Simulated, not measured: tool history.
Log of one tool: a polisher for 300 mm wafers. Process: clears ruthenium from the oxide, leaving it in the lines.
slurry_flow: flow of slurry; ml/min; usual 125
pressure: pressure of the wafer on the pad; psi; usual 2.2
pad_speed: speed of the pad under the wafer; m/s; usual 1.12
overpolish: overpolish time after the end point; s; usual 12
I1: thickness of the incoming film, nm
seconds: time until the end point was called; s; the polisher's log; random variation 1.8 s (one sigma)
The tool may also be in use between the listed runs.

run 1 day=0 | slurry_flow=125 pressure=2.8 pad_speed=1.12 overpolish=12 | I1=148.4 | seconds=87.5
-- day=1.804 worn pad replaced by a new one
run 2 day=2.133 | slurry_flow=125 pressure=1.6 pad_speed=1.12 overpolish=12 | I1=149.4 | seconds=158.7
run 3 day=5.088 | slurry_flow=125 pressure=2.2 pad_speed=1.12 overpolish=12 | I1=152.5 | seconds=114.3
-- day=5.817 slurry nozzle cleaned
run 4 day=7.542 | slurry_flow=125 pressure=2.2 pad_speed=1.12 overpolish=12 | I1=148.6 | seconds=107.7
run 5 day=10.346 | slurry_flow=125 pressure=2.2 pad_speed=1.12 overpolish=12 | I1=149.3 | seconds=110.6
-- day=11.925 worn pad replaced by a new one
run 6 day=12.083 | slurry_flow=125 pressure=2.2 pad_speed=1.12 overpolish=12 | I1=149.1 | seconds=108.9
run 7 day=13.604 | slurry_flow=125 pressure=2.2 pad_speed=1.12 overpolish=12 | I1=149.7 | seconds=109.3
run 8 day=16.242 | slurry_flow=125 pressure=2.2 pad_speed=1.12 overpolish=12 | I1=149.6 | seconds=113.5
run 9 day=17.262 | slurry_flow=140 pressure=2.2 pad_speed=1.12 overpolish=12 | I1=149.6 | seconds=108.7
run 10 day=19.288 | slurry_flow=140 pressure=2.2 pad_speed=1.12 overpolish=12 | I1=149.3 | seconds=108.6
-- day=19.904 slurry nozzle cleaned
run 11 day=21.304 | slurry_flow=125 pressure=2.2 pad_speed=1.12 overpolish=12 | I1=151.6 | seconds=106.7
-- day=23.096 worn pad replaced by a new one
run 12 day=24.212 | slurry_flow=125 pressure=2.2 pad_speed=1.12 overpolish=12 | I1=148.9 | seconds=106
run 13 day=26.483 | slurry_flow=125 pressure=2.2 pad_speed=1.12 overpolish=5 | I1=150 | seconds=109.5
run 14 day=28.425 | slurry_flow=90 pressure=1.7 pad_speed=0.88 overpolish=18 | I1=152.4 | seconds=200.8
run 15 day=31.112 | slurry_flow=125 pressure=2.2 pad_speed=1.12 overpolish=12 | I1=149.4 | seconds=111.2
-- day=33.4 worn pad replaced by a new one
run 16 day=33.421 | slurry_flow=125 pressure=2.2 pad_speed=1.12 overpolish=12 | I1=151.6 | seconds=113.5
-- day=33.912 slurry nozzle cleaned
run 17 day=35.862 | slurry_flow=125 pressure=2.2 pad_speed=1.12 overpolish=12 | I1=150.5 | seconds=106.7
-- day=39.95 head pressure recalibrated
run 18 day=42.679 | slurry_flow=125 pressure=2.2 pad_speed=1.12 overpolish=8 | I1=149.6 | seconds=111.6
-- day=43.388 worn pad replaced by a new one
run 19 day=44.217 | slurry_flow=170 pressure=2.2 pad_speed=1.12 overpolish=15 | I1=147.3 | seconds=106.3
run 20 day=47.208 | slurry_flow=165 pressure=2.2 pad_speed=0.86 overpolish=12 | I1=148.9 | seconds=142.9
-- day=49.912 slurry nozzle cleaned
run 21 day=49.933 | slurry_flow=145 pressure=1.5 pad_speed=1.28 overpolish=9 | I1=148.2 | seconds=128.5
run 22 day=51.746 | slurry_flow=85 pressure=1.7 pad_speed=1.26 overpolish=17 | I1=150.2 | seconds=128

Forecast each of these 5 alternatives for the next run:
run A day=51.767 | slurry_flow=125 pressure=2.2 pad_speed=1.12 overpolish=12 | I1=150.4 | seconds=?
run B day=51.767 | slurry_flow=125 pressure=2.7 pad_speed=1.12 overpolish=9 | I1=150.4 | seconds=?
run C day=51.767 | slurry_flow=165 pressure=2.2 pad_speed=1.24 overpolish=12 | I1=150.4 | seconds=?
run D day=51.767 | slurry_flow=125 pressure=2.7 pad_speed=1.12 overpolish=17 | I1=150.4 | seconds=?
run E day=51.767 | slurry_flow=150 pressure=2.2 pad_speed=1.12 overpolish=8 | I1=150.4 | seconds=?

run=A seconds=107.1
run=B seconds=87.3
run=C seconds=93.3
run=D seconds=87.3
run=E seconds=104.6
Without the tool's hidden state the same runs would have given:
run=A seconds=104.4
run=B seconds=85.1
run=C seconds=91.2
run=D seconds=85.1
run=E seconds=102.1
